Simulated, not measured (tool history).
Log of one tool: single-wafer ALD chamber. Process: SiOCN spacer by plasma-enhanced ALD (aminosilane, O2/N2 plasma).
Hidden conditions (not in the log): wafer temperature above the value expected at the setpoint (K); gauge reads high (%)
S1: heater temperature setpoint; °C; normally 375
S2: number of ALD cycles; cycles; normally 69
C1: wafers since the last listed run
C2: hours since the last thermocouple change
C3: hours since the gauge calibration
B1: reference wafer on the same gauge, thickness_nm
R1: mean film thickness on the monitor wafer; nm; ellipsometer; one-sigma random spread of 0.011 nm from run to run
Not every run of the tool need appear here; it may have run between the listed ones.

run	hour	S1	S2	C1	C2	C3	B1	R1
1	0.0	375	69	0	1142.0	166.6	4.434	4.348
2	45.9	375	69	174	1187.9	212.5	4.435	4.335
3	113.9	375	69	258	1255.9	280.5	4.435	4.371
4	185.7	375	73	273	1327.7	352.3	4.432	4.596
5	245.1	375	69	226	1387.1	411.7	4.431	4.350
6	308.4	375	69	240	1450.4	475.0	4.431	4.349
7	364.9	375	69	215	1506.9	531.5	4.427	4.360
8	430.6	375	69	250	1572.6	597.2	4.429	4.344
9	477.2	364	75	177	1619.2	643.8	4.427	4.723
10	531.3	364	75	205	1673.3	697.9	4.424	4.699
11	591.2	364	75	228	1733.2	757.8	4.420	4.711
# hour 768.5: thermocouple changed; heater temperature recalibrated
12	769.2	381	74	647	0.7	935.8	4.417	4.641
13	829.9	375	69	231	61.4	996.5	4.412	4.331
14	899.6	375	69	265	131.1	1066.2	4.410	4.343
15	947.7	375	60	183	179.2	1114.3	4.404	3.769
16	997.9	375	69	191	229.4	1164.5	4.403	4.309
17	1047.8	371	77	189	279.3	1214.4	4.402	4.825
18	1112.3	366	69	245	343.8	1278.9	4.395	4.307
# hour 1137.7: gauge calibrated
19	1164.2	363	56	197	395.7	26.5	4.444	3.539
20	1200.0	367	62	136	431.5	62.3	4.442	3.931
21	1272.4	367	58	275	503.9	134.7	4.442	3.659
22	1334.3	375	69	235	565.8	196.6	4.442	4.361
23	1363.7	366	63	111	595.2	226.0	4.442	3.990
24	1430.4	375	69	253	661.9	292.7	4.440	4.353
25	1491.2	388	69	231	722.7	353.5	4.439	4.350
26	1552.8	387	64	234	784.3	415.1	4.440	4.018
27	1615.7	375	69	239	847.2	478.0	4.438	4.354

Forecast run 28:
28	1664.8	375	69	186	896.3	527.1	?	?

{"run 28": {"B1": 4.439, "R1": 4.353}}
Were there no unlogged condition in the tool, this run, its random variation unchanged, would have produced R1 4.356 nm.

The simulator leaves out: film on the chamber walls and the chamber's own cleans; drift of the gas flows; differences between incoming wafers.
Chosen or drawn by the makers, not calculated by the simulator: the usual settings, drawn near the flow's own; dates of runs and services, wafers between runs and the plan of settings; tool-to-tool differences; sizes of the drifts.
